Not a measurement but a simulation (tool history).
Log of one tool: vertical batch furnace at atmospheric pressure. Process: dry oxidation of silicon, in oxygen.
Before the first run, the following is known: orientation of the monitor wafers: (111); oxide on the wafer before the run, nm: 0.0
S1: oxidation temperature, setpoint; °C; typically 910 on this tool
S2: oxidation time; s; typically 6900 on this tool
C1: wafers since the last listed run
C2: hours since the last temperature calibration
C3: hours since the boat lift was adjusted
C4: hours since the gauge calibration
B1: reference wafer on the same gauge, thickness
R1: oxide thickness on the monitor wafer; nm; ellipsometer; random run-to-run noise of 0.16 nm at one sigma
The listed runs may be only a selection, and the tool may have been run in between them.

run 1 hour=0.0 | S1=904 S2=6900 | C1=0 C2=2954.1 C3=2523.9 C4=227.1 | B1=40.92 | R1=47.02
run 2 hour=18.0 | S1=904 S2=6900 | C1=205 C2=2972.1 C3=2541.9 C4=245.1 | B1=40.89 | R1=47.22
run 3 hour=37.4 | S1=910 S2=6900 | C1=221 C2=2991.5 C3=2561.3 C4=264.5 | B1=40.89 | R1=50.07
run 4 hour=60.0 | S1=910 S2=6900 | C1=258 C2=3014.1 C3=2583.9 C4=287.1 | B1=40.93 | R1=49.69
run 5 hour=75.5 | S1=910 S2=6900 | C1=177 C2=3029.6 C3=2599.4 C4=302.6 | B1=40.88 | R1=49.42
run 6 hour=89.7 | S1=910 S2=6900 | C1=162 C2=3043.8 C3=2613.6 C4=316.8 | B1=40.94 | R1=49.62
run 7 hour=99.4 | S1=929 S2=6900 | C1=110 C2=3053.5 C3=2623.3 C4=326.5 | B1=40.91 | R1=59.85
run 8 hour=111.0 | S1=910 S2=6900 | C1=132 C2=3065.1 C3=2634.9 C4=338.1 | B1=40.89 | R1=49.98
run 9 hour=134.7 | S1=910 S2=6900 | C1=271 C2=3088.8 C3=2658.6 C4=361.8 | B1=40.89 | R1=49.72
run 10 hour=149.2 | S1=910 S2=6900 | C1=165 C2=3103.3 C3=2673.1 C4=376.3 | B1=40.85 | R1=49.89
run 11 hour=166.9 | S1=910 S2=6900 | C1=202 C2=3121.0 C3=2690.8 C4=394.0 | B1=40.88 | R1=49.76
run 12 hour=220.0 | S1=930 S2=5970 | C1=607 C2=3174.1 C3=2743.9 C4=447.1 | B1=40.89 | R1=54.90
run 13 hour=230.1 | S1=910 S2=6900 | C1=115 C2=3184.2 C3=2754.0 C4=457.2 | B1=40.90 | R1=49.71
run 14 hour=246.8 | S1=910 S2=6900 | C1=191 C2=3200.9 C3=2770.7 C4=473.9 | B1=40.92 | R1=49.77
run 15 hour=261.9 | S1=910 S2=6900 | C1=172 C2=3216.0 C3=2785.8 C4=489.0 | B1=40.92 | R1=49.73
run 16 hour=278.1 | S1=910 S2=6900 | C1=185 C2=3232.2 C3=2802.0 C4=505.2 | B1=40.89 | R1=49.72
run 17 hour=341.6 | S1=918 S2=6900 | C1=726 C2=3295.7 C3=2865.5 C4=568.7 | B1=40.90 | R1=53.93
run 18 hour=354.9 | S1=917 S2=4200 | C1=152 C2=3309.0 C3=2878.8 C4=582.0 | B1=40.86 | R1=37.67
run 19 hour=404.6 | S1=922 S2=6900 | C1=568 C2=3358.7 C3=2928.5 C4=631.7 | B1=40.87 | R1=55.96
run 20 hour=423.0 | S1=928 S2=4320 | C1=210 C2=3377.1 C3=2946.9 C4=650.1 | B1=40.88 | R1=43.17
run 21 hour=442.0 | S1=910 S2=5040 | C1=217 C2=3396.1 C3=2965.9 C4=669.1 | B1=40.88 | R1=40.28
run 22 hour=464.4 | S1=928 S2=4440 | C1=256 C2=3418.5 C3=2988.3 C4=691.5 | B1=40.88 | R1=43.77
-- hour=493.7 boat lift adjusted
run 23 hour=494.2 | S1=933 S2=7860 | C1=66 C2=3448.3 C3=0.5 C4=721.3 | B1=40.93 | R1=67.68
run 24 hour=500.0 | S1=910 S2=6900 | C1=66 C2=3454.1 C3=6.3 C4=727.1 | B1=40.96 | R1=49.87
-- hour=527.0 thermocouples replaced and temperature profile calibrated
run 25 hour=527.5 | S1=910 S2=6900 | C1=40 C2=0.5 C3=33.8 C4=754.6 | B1=40.87 | R1=49.53
run 26 hour=540.6 | S1=898 S2=5100 | C1=149 C2=13.6 C3=46.9 C4=767.7 | B1=40.87 | R1=35.75
run 27 hour=556.1 | S1=910 S2=5250 | C1=177 C2=29.1 C3=62.4 C4=783.2 | B1=40.95 | R1=40.82
run 28 hour=576.2 | S1=910 S2=6900 | C1=229 C2=49.2 C3=82.5 C4=803.3 | B1=40.93 | R1=49.62
-- hour=592.1 gauge calibrated
run 29 hour=596.5 | S1=910 S2=8010 | C1=232 C2=69.5 C3=102.8 C4=4.4 | B1=40.83 | R1=55.55
run 30 hour=656.1 | S1=894 S2=7980 | C1=681 C2=129.1 C3=162.4 C4=64.0 | B1=40.87 | R1=46.60
run 31 hour=664.9 | S1=929 S2=6900 | C1=100 C2=137.9 C3=171.2 C4=72.8 | B1=40.93 | R1=59.54
run 32 hour=688.6 | S1=888 S2=6900 | C1=271 C2=161.6 C3=194.9 C4=96.5 | B1=40.94 | R1=39.78
run 33 hour=762.8 | S1=910 S2=6900 | C1=848 C2=235.8 C3=269.1 C4=170.7 | B1=40.90 | R1=49.84
run 34 hour=779.7 | S1=919 S2=6900 | C1=193 C2=252.7 C3=286.0 C4=187.6 | B1=40.91 | R1=54.55
run 35 hour=788.9 | S1=919 S2=9030 | C1=105 C2=261.9 C3=295.2 C4=196.8 | B1=40.92 | R1=65.37

3 ways to go on from here, each from the tool as it stands after run 35. What would each give?
run A hour=794.9 | S1=885 S2=6900 | C1=68 C2=267.9 C3=301.2 C4=202.8 | B1=? | R1=?
run B hour=794.9 | S1=893 S2=9390 | C1=68 C2=267.9 C3=301.2 C4=202.8 | B1=? | R1=?
run C hour=794.9 | S1=910 S2=9900 | C1=68 C2=267.9 C3=301.2 C4=202.8 | B1=? | R1=?

run=A B1=40.85 R1=38.41
run=B B1=40.85 R1=51.73
run=C B1=40.85 R1=63.80
Take away the tool's hidden state, keep each run's random variation, and the runs would have read:
run=A R1=38.41
run=B R1=51.73
run=C R1=63.80
